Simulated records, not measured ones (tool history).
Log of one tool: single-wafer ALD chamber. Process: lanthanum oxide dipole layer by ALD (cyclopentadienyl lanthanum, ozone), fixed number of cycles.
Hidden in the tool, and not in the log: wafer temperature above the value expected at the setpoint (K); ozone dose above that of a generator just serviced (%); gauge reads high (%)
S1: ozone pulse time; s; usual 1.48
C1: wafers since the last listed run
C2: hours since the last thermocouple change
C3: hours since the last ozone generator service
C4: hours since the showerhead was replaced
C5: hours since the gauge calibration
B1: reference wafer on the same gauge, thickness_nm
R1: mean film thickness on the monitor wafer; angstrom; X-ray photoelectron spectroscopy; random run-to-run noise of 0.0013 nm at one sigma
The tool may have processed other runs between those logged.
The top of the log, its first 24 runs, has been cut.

run,hour,S1,C1,C2,C3,C4,C5,B1,R1
# hour 314: showerhead replaced
25,315.5,1.31,58,2064.6,1064.9,1.5,377.1,0.447,4.7
# hour 325.2: gauge calibrated
# hour 330.1: thermocouple changed; heater temperature recalibrated
26,330.6,1.48,165,0.5,1080,16.6,5.4,0.447,4.87
# hour 342.9: ozone generator serviced
27,343.4,1.74,112,13.3,0.5,29.4,18.2,0.447,5.2
28,349.1,1.48,133,19,6.2,35.1,23.9,0.447,5.11
29,361.7,1.79,294,31.6,18.8,47.7,36.5,0.447,5.24
30,373.3,1.21,271,43.2,30.4,59.3,48.1,0.447,4.86
31,387.9,1.48,341,57.8,45,73.9,62.7,0.447,5.07
32,399.6,0.95,273,69.5,56.7,85.6,74.4,0.447,4.43
33,414.4,1.04,345,84.3,71.5,100.4,89.2,0.447,4.56
34,444.9,1.33,712,114.8,102,130.9,119.7,0.447,4.91
35,456.5,1.23,271,126.4,113.6,142.5,131.3,0.447,4.8

Below are 3 alternative next runs, each starting from the tool's condition after run 35. Predict each:
A,456.9,1.01,9,126.8,114,142.9,131.7,?,?
B,456.9,1.3,9,126.8,114,142.9,131.7,?,?
C,456.9,1.25,9,126.8,114,142.9,131.7,?,?

run,B1,R1
A,0.447,4.5
B,0.447,4.9
C,0.447,4.85
Without the tool's hidden state the same runs would have given:
run,R1
A,4.64
B,5.01
C,4.96
